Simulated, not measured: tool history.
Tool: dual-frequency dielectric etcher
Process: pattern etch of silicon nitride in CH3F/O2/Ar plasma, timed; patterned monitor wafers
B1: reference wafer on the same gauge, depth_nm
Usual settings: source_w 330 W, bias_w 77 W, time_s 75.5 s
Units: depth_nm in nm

run 1 hour=0 | source_w=370 bias_w=77 time_s=75.5 | B1=44.4 | depth_nm=49.9
run 2 hour=184.7 | source_w=370 bias_w=77 time_s=75.5 | B1=44.4 | depth_nm=49.9
run 3 hour=225.4 | source_w=370 bias_w=77 time_s=75.5 | B1=44.4 | depth_nm=49.5
-- hour=281.6 wet clean of the chamber
-- hour=305.1 upper electrode replaced
run 4 hour=305.6 | source_w=330 bias_w=67 time_s=75.5 | B1=44.4 | depth_nm=44.8
run 5 hour=305.9 | source_w=330 bias_w=67 time_s=75.5 | B1=44.4 | depth_nm=45
run 6 hour=330.6 | source_w=280 bias_w=77 time_s=75.5 | B1=44.4 | depth_nm=43.7
run 7 hour=364.9 | source_w=330 bias_w=90 time_s=58 | B1=44.4 | depth_nm=38.4
run 8 hour=401.7 | source_w=330 bias_w=90 time_s=58 | B1=44.4 | depth_nm=38.4
run 9 hour=444 | source_w=330 bias_w=77 time_s=60.5 | B1=44.4 | depth_nm=38
run 10 hour=509 | source_w=330 bias_w=77 time_s=60.5 | B1=44.4 | depth_nm=37.8
run 11 hour=570.1 | source_w=330 bias_w=77 time_s=75.5 | B1=44.4 | depth_nm=47.4
-- hour=575.4 bias power generator calibrated
-- hour=626.2 wet clean of the chamber
run 12 hour=636.6 | source_w=270 bias_w=77 time_s=75.5 | B1=44.4 | depth_nm=43
-- hour=662.5 source power generator calibrated
run 13 hour=687.8 | source_w=270 bias_w=77 time_s=58.5 | B1=44.4 | depth_nm=33.4
-- hour=714.3 gauge calibrated
run 14 hour=753.7 | source_w=330 bias_w=77 time_s=75.5 | B1=44.4 | depth_nm=47.3
run 15 hour=809.7 | source_w=380 bias_w=77 time_s=53 | B1=44.4 | depth_nm=35.4
run 16 hour=834.4 | source_w=250 bias_w=85 time_s=92 | B1=44.4 | depth_nm=52.5
run 17 hour=869.5 | source_w=330 bias_w=65 time_s=98 | B1=44.4 | depth_nm=57.9
run 18 hour=911.9 | source_w=270 bias_w=59 time_s=75.5 | B1=44.4 | depth_nm=39.2
run 19 hour=937.8 | source_w=330 bias_w=77 time_s=95.5 | B1=44.4 | depth_nm=60
run 20 hour=1002.2 | source_w=330 bias_w=84 time_s=60 | B1=44.4 | depth_nm=38.8

Forecast each of these 3 alternatives for the next run:
run A hour=1002.6 | source_w=360 bias_w=77 time_s=75.5 | B1=? | depth_nm=?
run B hour=1002.6 | source_w=290 bias_w=86 time_s=57 | B1=? | depth_nm=?
run C hour=1002.6 | source_w=330 bias_w=91 time_s=75.5 | B1=? | depth_nm=?

run=A B1=44.4 depth_nm=49
run=B B1=44.4 depth_nm=34.8
run=C B1=44.4 depth_nm=50
Without the tool's hidden state the same runs would have given:
run=A depth_nm=49
run=B depth_nm=34.8
run=C depth_nm=50
